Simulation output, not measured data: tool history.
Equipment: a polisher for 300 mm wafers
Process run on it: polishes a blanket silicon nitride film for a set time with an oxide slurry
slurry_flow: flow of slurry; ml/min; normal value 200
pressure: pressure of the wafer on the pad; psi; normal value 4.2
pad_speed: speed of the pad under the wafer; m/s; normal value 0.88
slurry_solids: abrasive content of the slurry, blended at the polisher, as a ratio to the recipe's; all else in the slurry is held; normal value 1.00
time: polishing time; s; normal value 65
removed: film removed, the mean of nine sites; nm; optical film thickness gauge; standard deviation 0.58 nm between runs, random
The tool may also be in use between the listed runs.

run	day	slurry_flow	pressure	pad_speed	slurry_solids	time	wafers since the last listed run	wafers polished on this pad	hours since the slurry nozzle was cleaned	hours since the head pressure was calibrated	hours since the slurry blender was calibrated	hours since the conditioning disc was replaced	incoming thickness of the incoming film, nm	removed
1	0.000	200	4.2	0.88	1.00	65	0	766	67.3	691.6	392.0	293.8	420.5	36.0
2	0.488	200	4.2	0.88	1.00	65	134	901	79.0	703.3	403.7	305.5	422.5	36.5
3	1.183	200	4.2	0.88	1.00	65	191	1092	95.7	720.0	420.4	322.2	423.3	35.6
# day 1.571: slurry blender recalibrated
4	1.883	200	4.2	0.88	1.20	59	169	1262	112.5	736.8	7.5	339.0	414.9	35.2
# day 2.446: worn pad replaced by a new one
5	2.596	200	4.2	0.88	1.20	59	150	40	129.6	753.9	24.6	356.1	420.9	34.4
6	3.267	200	4.2	0.88	1.00	72	184	225	145.7	770.0	40.7	372.2	421.0	39.1
7	3.962	200	4.2	0.88	1.00	65	191	417	162.4	786.7	57.4	388.9	428.4	35.3
# day 4.254: head pressure recalibrated
8	4.271	200	5.4	0.88	1.25	77	61	479	169.8	0.4	64.8	396.3	418.2	51.7
9	4.642	250	5.3	0.88	1.00	65	102	581	178.7	9.3	73.7	405.2	418.3	41.1
10	5.908	200	4.2	0.88	1.00	65	348	929	209.1	39.7	104.1	435.6	428.1	36.0
11	6.217	200	3.8	0.74	1.20	79	84	1014	216.5	47.1	111.5	443.0	424.5	39.4
12	6.542	200	4.2	0.88	0.75	65	89	1104	224.3	54.9	119.3	450.8	421.7	32.4
13	7.058	200	4.2	0.88	1.00	65	142	1246	236.7	67.3	131.7	463.2	411.8	34.8
# day 7.679: conditioning disc replaced and pad reconditioned
# day 7.725: worn pad replaced by a new one
14	7.746	200	5.4	0.88	0.75	65	153	5	253.2	83.8	148.2	1.6	423.2	44.5
15	8.304	200	4.2	0.80	1.00	48	153	158	266.6	97.2	161.6	15.0	420.4	29.0
16	8.562	200	4.2	0.98	1.00	65	71	230	272.8	103.4	167.8	21.2	419.6	42.2
17	9.312	255	3.5	0.88	1.00	43	206	436	290.8	121.4	185.8	39.2	419.8	24.3
18	9.979	250	4.2	0.88	1.00	65	183	620	306.8	137.4	201.8	55.2	412.2	40.2
19	10.442	260	4.2	0.88	1.00	57	127	747	317.9	148.5	212.9	66.3	413.5	35.8
20	11.054	200	4.2	0.88	1.00	65	168	916	332.6	163.2	227.6	81.0	423.8	38.6
21	11.696	255	3.5	0.88	1.00	43	176	1092	348.0	178.6	243.0	96.4	419.5	23.8
22	12.208	200	5.6	0.88	1.00	75	141	1234	360.3	190.9	255.3	108.7	420.8	51.2
23	12.558	200	3.6	1.14	1.00	65	96	1330	368.7	199.3	263.7	117.1	421.5	38.1
# day 13.317: worn pad replaced by a new one
24	13.338	170	4.2	0.88	0.90	50	168	5	387.4	218.0	282.4	135.8	423.6	27.1
25	13.838	200	3.6	0.88	1.00	65	137	142	399.4	230.0	294.4	147.8	422.7	33.4

Forecast each of these 5 alternatives for the next run:
A	13.854	200	4.2	0.88	1.00	77	4	147	399.8	230.4	294.8	148.2	423.4	?
B	13.854	200	4.2	1.10	1.10	65	4	147	399.8	230.4	294.8	148.2	423.4	?
C	13.854	200	4.2	0.66	1.00	55	4	147	399.8	230.4	294.8	148.2	423.4	?
D	13.854	160	4.2	0.64	1.25	65	4	147	399.8	230.4	294.8	148.2	423.4	?
E	13.854	150	3.5	0.88	0.80	43	4	147	399.8	230.4	294.8	148.2	423.4	?

run	removed
A	43.4
B	41.6
C	27.5
D	33.2
E	19.7
Without the tool's hidden state the same runs would have given:
run	removed
A	50.3
B	49.2
C	31.3
D	37.8
E	22.6
